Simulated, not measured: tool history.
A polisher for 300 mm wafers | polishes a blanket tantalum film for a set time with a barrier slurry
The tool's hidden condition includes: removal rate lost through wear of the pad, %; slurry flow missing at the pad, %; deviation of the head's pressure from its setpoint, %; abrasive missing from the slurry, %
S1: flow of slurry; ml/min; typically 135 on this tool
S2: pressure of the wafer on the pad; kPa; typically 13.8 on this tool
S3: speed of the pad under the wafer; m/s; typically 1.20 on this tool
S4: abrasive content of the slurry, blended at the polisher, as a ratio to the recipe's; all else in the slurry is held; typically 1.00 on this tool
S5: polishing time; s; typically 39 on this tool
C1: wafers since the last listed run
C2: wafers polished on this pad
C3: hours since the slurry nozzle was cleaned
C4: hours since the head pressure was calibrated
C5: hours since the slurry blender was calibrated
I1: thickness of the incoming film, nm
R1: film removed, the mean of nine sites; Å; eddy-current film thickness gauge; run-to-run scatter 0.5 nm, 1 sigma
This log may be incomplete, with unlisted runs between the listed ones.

run   hour   S1    S2    S3    S4  S5    C1    C2     C3     C4     C5     I1    R1
  1    0.0  135  13.8  1.20  1.00  39     0  1200  276.4  686.9   13.4  217.8   745
  2   31.0  135  13.8  1.20  1.00  39   484  1684  307.4  717.9   44.4  219.9   734
      39.7  -- worn pad replaced by a new one
  3   52.5  170  17.2  1.20  1.00  39   273   199  328.9  739.4   65.9  219.0   996
      65.6  -- slurry nozzle cleaned
  4   87.6  170  17.2  1.20  1.00  39   532   732   22.0  774.5  101.0  219.3   970
  5  118.5  170  17.2  1.20  1.00  39   482  1215   52.9  805.4  131.9  217.2   954
  6  133.6  135  13.8  1.20  1.00  39   235  1451   68.0  820.5  147.0  218.6   728
  7  151.4  135  13.8  1.20  1.00  39   278  1729   85.8  838.3  164.8  219.4   726
     166.3  -- worn pad replaced by a new one
  8  171.2  135  13.8  1.20  1.00  39   246    76  105.6  858.1  184.6  222.8   753
  9  186.0  135  13.8  1.20  1.15  39   231   308  120.4  872.9  199.4  221.3   768
     192.0  -- slurry blender recalibrated
 10  199.9  135  13.8  1.20  1.15  39   185   494  134.3  886.8    7.9  219.7   746
 11  228.0  170  15.9  1.20  1.15  30   439   933  162.4  914.9   36.0  221.1   685
 12  253.7  135  13.8  1.40  1.00  39   401  1335  188.1  940.6   61.7  215.5   837
 13  288.8  135  13.8  1.20  1.15  39   548  1883  223.2  975.7   96.8  220.0   729
     294.6  -- head pressure recalibrated
     295.4  -- worn pad replaced by a new one
 14  306.5  105   9.0  1.20  1.20  39   232   173  240.9   11.9  114.5  219.8   518
 15  341.2  170  13.8  1.32  1.25  39   542   715  275.6   46.6  149.2  215.5   962
     363.5  -- slurry blender recalibrated
     404.7  -- slurry nozzle cleaned
     409.6  -- worn pad replaced by a new one
 16  443.1  150  13.8  1.00  1.00  32  1483   522   38.4  148.5   79.6  215.7   559
 17  465.5  120  13.8  1.50  0.80  49   350   872   60.8  170.9  102.0  221.6  1148
 18  496.8  135  13.8  1.20  1.00  39   489  1362   92.1  202.2  133.3  219.5   780
     510.5  -- worn pad replaced by a new one
 19  520.9  135  13.8  1.40  1.00  39   314   162  116.2  226.3  157.4  219.1   941
     547.6  -- slurry blender recalibrated
 20  556.6  160  13.8  0.82  1.15  39   526   689  151.9  262.0    9.0  216.9   565
 21  570.4  105  13.8  1.20  1.00  32   215   904  165.7  275.8   22.8  223.0   600

Hidden condition of the tool, last listed run before each entry between runs versus first listed run after:
Runs 2 to 3: worn pad replaced by a new one (hour 39.7)
  removal rate lost through wear of the pad, %: 4.52 -> 1.67; deviation of the head's pressure from its setpoint, %: -7.41 -> -7.64
  measured value less the no-hidden-state value, R1: -96 -> -100 Å
Runs 3 to 4: slurry nozzle cleaned (hour 65.6)
  removal rate lost through wear of the pad, %: 1.67 -> 3.62; deviation of the head's pressure from its setpoint, %: -7.64 -> -8.03
  measured value less the no-hidden-state value, R1: -100 -> -124 Å
Runs 7 to 8: worn pad replaced by a new one (hour 166.3)
  removal rate lost through wear of the pad, %: 4.67 -> 0.761; deviation of the head's pressure from its setpoint, %: -8.74 -> -8.95
  measured value less the no-hidden-state value, R1: -109 -> -81 Å
Runs 9 to 10: slurry blender recalibrated (hour 192.0)
  removal rate lost through wear of the pad, %: 2.05 -> 2.87; deviation of the head's pressure from its setpoint, %: -9.12 -> -9.27
  measured value less the no-hidden-state value, R1: -94 -> -101 Å
Runs 13 to 14: head pressure recalibrated (hour 294.6); worn pad replaced by a new one (hour 295.4)
  removal rate lost through wear of the pad, %: 4.57 -> 1.78; deviation of the head's pressure from its setpoint, %: -10.3 -> -0.163
  measured value less the no-hidden-state value, R1: -122 -> -10 Å
Runs 15 to 16: slurry blender recalibrated (hour 363.5); slurry nozzle cleaned (hour 404.7); worn pad replaced by a new one (hour 409.6)
  removal rate lost through wear of the pad, %: 3.81 -> 2.88; deviation of the head's pressure from its setpoint, %: -0.546 -> -1.67
  measured value less the no-hidden-state value, R1: -43 -> -27 Å
Runs 18 to 19: worn pad replaced by a new one (hour 510.5)
  removal rate lost through wear of the pad, %: 4.31 -> 1.1; deviation of the head's pressure from its setpoint, %: -2.26 -> -2.53
  measured value less the no-hidden-state value, R1: -54 -> -35 Å
Runs 19 to 20: slurry blender recalibrated (hour 547.6)
  removal rate lost through wear of the pad, %: 1.1 -> 3.2; deviation of the head's pressure from its setpoint, %: -2.53 -> -2.93
  measured value less the no-hidden-state value, R1: -35 -> -36 Å
